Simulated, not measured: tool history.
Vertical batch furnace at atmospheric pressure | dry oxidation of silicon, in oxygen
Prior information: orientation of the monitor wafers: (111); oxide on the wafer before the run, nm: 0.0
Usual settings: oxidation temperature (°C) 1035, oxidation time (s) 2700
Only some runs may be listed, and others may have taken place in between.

run,hour,oxidation temperature (°C),oxidation time (s),"read-back reference wafer on the same gauge, thickness",oxide thickness on the monitor wafer (nm)
1,0.0,1035,2700,67.57,77.74
2,9.1,1035,2700,67.60,77.89
3,24.3,1035,2700,67.60,77.93
4,34.3,1035,2700,67.60,77.82
5,42.3,1035,1650,67.60,56.64
6,49.5,1035,2700,67.61,78.03
7,68.7,1035,2700,67.59,77.82
8,87.9,1035,2700,67.63,78.01
9,103.9,1035,2700,67.59,78.23
10,116.1,1050,3120,67.59,93.55
11,125.4,1050,3120,67.62,93.60
12,144.0,1025,1950,67.59,59.34
13,155.7,1035,2700,67.60,77.90
# hour 184.9: gauge calibrated
14,211.5,1035,2700,67.60,77.95
15,229.3,1035,2700,67.59,78.10
# hour 262.3: boat lift adjusted
16,262.8,1022,3630,67.57,87.12
17,267.9,1035,2700,67.63,78.14
18,274.4,1042,1620,67.61,58.46

Run 19 is up next; what results do you expect?
19,292.1,1035,1500,?,?

read-back reference wafer on the same gauge, thickness: 67.58
oxide thickness on the monitor wafer (nm): 53.24
The same run, on a tool lacking any hidden state, would have yielded oxide thickness on the monitor wafer (nm) 51.40.
